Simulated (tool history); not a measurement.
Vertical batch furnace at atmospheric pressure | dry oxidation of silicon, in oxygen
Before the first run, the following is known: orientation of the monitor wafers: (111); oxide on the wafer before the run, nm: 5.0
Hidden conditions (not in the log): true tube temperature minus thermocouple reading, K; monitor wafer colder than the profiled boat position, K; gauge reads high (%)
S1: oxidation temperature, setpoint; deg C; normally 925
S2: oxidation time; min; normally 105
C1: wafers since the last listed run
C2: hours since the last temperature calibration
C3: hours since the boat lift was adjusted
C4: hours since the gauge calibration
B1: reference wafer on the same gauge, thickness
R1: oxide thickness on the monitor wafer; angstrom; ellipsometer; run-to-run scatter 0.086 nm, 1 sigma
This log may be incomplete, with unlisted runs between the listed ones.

| run | hour | S1 | S2 | C1 | C2 | C3 | C4 | B1 | R1 |
|---|---|---|---|---|---|---|---|---|---|
| 1 | 0 | 925 | 105 | 0 | 2270.2 | 2874.7 | 186 | 55.31 | 574.7 |
| 2 | 24.4 | 925 | 105 | 331 | 2294.6 | 2899.1 | 210.4 | 55.27 | 573.3 |
| 3 | 49.9 | 925 | 105 | 346 | 2320.1 | 2924.6 | 235.9 | 55.28 | 572.2 |
| 4 | 61.7 | 925 | 105 | 160 | 2331.9 | 2936.4 | 247.7 | 55.28 | 571.2 |
|  | 67.4 | gauge calibrated |
| 5 | 81.5 | 934 | 105 | 268 | 2351.7 | 2956.2 | 14.1 | 55.3 | 618.5 |
| 6 | 107 | 934 | 105 | 346 | 2377.2 | 2981.7 | 39.6 | 55.32 | 619.6 |
| 7 | 116.1 | 925 | 105 | 123 | 2386.3 | 2990.8 | 48.7 | 55.31 | 573.9 |
| 8 | 128.7 | 944 | 105 | 171 | 2398.9 | 3003.4 | 61.3 | 55.32 | 670.8 |
|  | 161.3 | thermocouples replaced and temperature profile calibrated |
| 9 | 161.8 | 925 | 105 | 123 | 0.5 | 3036.5 | 94.4 | 55.28 | 586.4 |
| 10 | 167.9 | 925 | 105 | 82 | 6.6 | 3042.6 | 100.5 | 55.27 | 587.1 |
| 11 | 182.7 | 913 | 56 | 201 | 21.4 | 3057.4 | 115.3 | 55.3 | 346.6 |
|  | 226.8 | thermocouples replaced and temperature profile calibrated, repeated, since the last time left the tool worse |
| 12 | 227.3 | 914 | 63 | 279 | 0.5 | 3102 | 159.9 | 55.27 | 357.4 |
| 13 | 233.4 | 934 | 135 | 82 | 6.6 | 3108.1 | 166 | 55.27 | 709.1 |
| 14 | 239.4 | 925 | 105 | 81 | 12.6 | 3114.1 | 172 | 55.31 | 555 |
| 15 | 245.5 | 925 | 105 | 82 | 18.7 | 3120.2 | 178.1 | 55.27 | 555.7 |
|  | 274.7 | boat lift adjusted |
| 16 | 275.2 | 950 | 139.5 | 77 | 48.4 | 0.5 | 207.8 | 55.27 | 826.9 |
| 17 | 281.3 | 912 | 76 | 82 | 54.5 | 6.6 | 213.9 | 55.3 | 396.8 |
| 18 | 296.4 | 947 | 143.5 | 205 | 69.6 | 21.7 | 229 | 55.3 | 821.7 |
|  | 298.7 | gauge calibrated |
| 19 | 307.1 | 934 | 105 | 145 | 80.3 | 32.4 | 8.4 | 55.33 | 603 |

Predict the results of run 20:
| 20 | 377.6 | 934 | 135 | 957 | 150.8 | 102.9 | 78.9 | ? | ? |

{"run 20": {"B1": 55.28, "R1": 716.2}}
Take away the tool's hidden state, keep the run-to-run variation as it was, and the same run would have given R1 711.9 angstrom.
